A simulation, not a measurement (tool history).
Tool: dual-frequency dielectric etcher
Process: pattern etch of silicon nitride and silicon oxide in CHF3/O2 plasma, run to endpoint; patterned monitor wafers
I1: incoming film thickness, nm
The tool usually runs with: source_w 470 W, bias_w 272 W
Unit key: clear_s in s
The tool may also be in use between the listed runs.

run 1 day=0 | source_w=470 bias_w=272 | I1=198.9 | clear_s=146.4
run 2 day=1.325 | source_w=470 bias_w=272 | I1=199.2 | clear_s=147
run 3 day=2.267 | source_w=470 bias_w=272 | I1=198 | clear_s=147.2
run 4 day=6.5 | source_w=550 bias_w=272 | I1=197.9 | clear_s=139.5
run 5 day=8.1 | source_w=470 bias_w=315 | I1=199.2 | clear_s=144
-- day=9.462 source power generator calibrated
-- day=9.954 bias power generator calibrated
-- day=10.067 upper electrode replaced
run 6 day=10.088 | source_w=470 bias_w=272 | I1=198 | clear_s=150.1
run 7 day=10.104 | source_w=470 bias_w=272 | I1=199.9 | clear_s=149.5
run 8 day=11.188 | source_w=470 bias_w=272 | I1=199 | clear_s=149.8
run 9 day=12.067 | source_w=470 bias_w=272 | I1=198.3 | clear_s=148.1
run 10 day=13.5 | source_w=410 bias_w=330 | I1=197 | clear_s=148.4
-- day=17.192 wet clean of the chamber
run 11 day=17.354 | source_w=550 bias_w=239 | I1=201.4 | clear_s=141.1
run 12 day=18.346 | source_w=440 bias_w=301 | I1=198.4 | clear_s=141.6
run 13 day=19.458 | source_w=350 bias_w=226 | I1=201.2 | clear_s=171.8
run 14 day=20.396 | source_w=470 bias_w=272 | I1=199.7 | clear_s=145.2
run 15 day=21.4 | source_w=370 bias_w=228 | I1=198.3 | clear_s=166.1

Run 16, settings as shown, results not yet in. Your forecast:
run 16 day=22.296 | source_w=430 bias_w=335 | I1=197.3 | clear_s=?

Run 16 yielded clear_s 139.2 s.
With no hidden state in the tool, this same run would have given clear_s 136.6 s.

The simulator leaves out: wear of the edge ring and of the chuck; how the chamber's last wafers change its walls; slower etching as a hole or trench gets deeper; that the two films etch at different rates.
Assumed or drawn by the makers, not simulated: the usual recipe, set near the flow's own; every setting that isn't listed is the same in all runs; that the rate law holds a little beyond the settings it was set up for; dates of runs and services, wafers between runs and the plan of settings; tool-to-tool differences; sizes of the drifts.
